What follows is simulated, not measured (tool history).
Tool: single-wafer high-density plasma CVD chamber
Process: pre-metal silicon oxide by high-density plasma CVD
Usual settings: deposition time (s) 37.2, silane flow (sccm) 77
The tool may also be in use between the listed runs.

run	hour	deposition time (s)	silane flow (sccm)	wafers since the last listed run	hours since the silane flow controller was replaced	hours since the gauge calibration	read-back reference wafer on the same gauge, thickness_nm	mean film thickness on the monitor wafer (Å)
1	0	31.9	77	0	3223.6	32.1	319.927	2476.06
2	10.9	31.9	77	199	3234.5	43	320.022	2478.72
3	27.6	31.9	77	304	3251.2	59.7	320.029	2469.09
4	77.1	37.2	77	904	3300.7	109.2	320.001	2881.21
5	94.5	37.2	77	317	3318.1	126.6	319.92	2881.78
6	112.1	37.2	77	321	3335.7	144.2	320.039	2883.3
7	120.6	35	85	155	3344.2	152.7	320.026	2894.77
8	134.5	37.2	88	253	3358.1	166.6	320.05	3156.61
9	147.3	39.4	88	233	3370.9	179.4	320.12	3336.12
10	161.8	39.4	88	264	3385.4	193.9	319.983	3342.01
11	178.4	37.2	86	303	3402	210.5	320.206	3100.45
12	194.2	37.2	86	288	3417.8	226.3	320.045	3104.31
13	200.7	37.2	89	118	3424.3	232.8	320.02	3173.98
# hour 214.6: silane flow controller replaced
14	215.5	37.2	89	124	0.9	247.6	319.962	3282.6
15	231.4	37.2	89	290	16.8	263.5	319.974	3278.75
16	238.2	37.2	77	124	23.6	270.3	320.19	2977.52
17	252.7	37.2	77	264	38.1	284.8	320.065	2972.16
18	266.4	35.5	66	250	51.8	298.5	319.932	2569.98
19	273.9	35.5	66	136	59.3	306	319.988	2561.6
20	283.5	35.5	66	175	68.9	315.6	320.001	2572.78
21	297.2	43.1	82	250	82.6	329.3	319.897	3592.63
22	311.5	43.1	82	261	96.9	343.6	319.882	3602.89
# hour 316.1: gauge calibrated
23	319.4	34.2	66	144	104.8	3.3	320.034	2474.79
24	329.5	37.2	77	184	114.9	13.4	320.051	2982.7
25	346.7	40	64	314	132.1	30.6	320.146	2833.13
26	359.5	30.4	88	233	144.9	43.4	319.961	2664.48
27	375.7	31.9	77	295	161.1	59.6	320.024	2551.63
28	426.8	35	77	933	212.2	110.7	319.958	2797.19
29	441	41.5	77	259	226.4	124.9	320.085	3312.38
30	450.7	33.2	66	177	236.1	134.6	319.821	2404.03
31	466	37.2	77	279	251.4	149.9	320.052	2984.1
32	476.9	33.3	65	199	262.3	160.8	319.959	2381.27
33	494.2	41.3	71	315	279.6	178.1	319.903	3138.1
34	509.6	37.2	66	281	295	193.5	320.036	2681.99
35	519.2	30.7	69	175	304.6	203.1	320.046	2284.83
36	525.3	43.2	82	111	310.7	209.2	320.211	3606.05
37	539.2	37.2	77	253	324.6	223.1	319.909	2976.74
38	553.2	44	88	255	338.6	237.1	319.847	3854.89
39	562.5	37.2	77	169	347.9	246.4	320.13	2967.55
40	579.3	37.2	68	306	364.7	263.2	320.109	2743.46
41	586.9	33.2	66	138	372.3	270.8	320.159	2395.76
42	603.1	29.9	65	295	388.5	287	319.923	2137.56
43	611.8	43.8	90	158	397.2	295.7	320.119	3904.1
44	619.9	43.7	63	147	405.3	303.8	319.946	3060.62
45	629.9	37.2	77	182	415.3	313.8	320.122	2979.52
46	644	37.2	77	257	429.4	327.9	320.078	2973.93
47	652	41.3	69	146	437.4	335.9	320.094	3068.98

The same runs without the tool's hidden state, with the same run-to-run variation:
The hidden state here: delivered silane flow above the setpoint (%); gauge reads high (%).
run	mean film thickness on the monitor wafer (Å)
1	2560.98
2	2564.23
3	2555.04
4	2984.22
5	2985.77
6	2988.33
7	3000.69
8	3272.97
9	3459.93
10	3467
11	3217.42
12	3222.4
13	3295.13
14	3293.14
15	3289.29
16	2987.09
17	2981.72
18	2578.25
19	2569.85
20	2581.07
21	3604.23
22	3614.55
23	2482.81
24	2992.38
25	2842.36
26	2673.19
27	2560.01
28	2806.51
29	3323.48
30	2412.11
31	2994.19
32	2389.36
33	3148.85
34	2691.24
35	2292.74
36	3618.58
37	2987.15
38	3868.47
39	2978.06
40	2753.27
41	2404.36
42	2145.31
43	3918.32
44	3071.82
45	2990.49
46	2984.97
47	3080.44

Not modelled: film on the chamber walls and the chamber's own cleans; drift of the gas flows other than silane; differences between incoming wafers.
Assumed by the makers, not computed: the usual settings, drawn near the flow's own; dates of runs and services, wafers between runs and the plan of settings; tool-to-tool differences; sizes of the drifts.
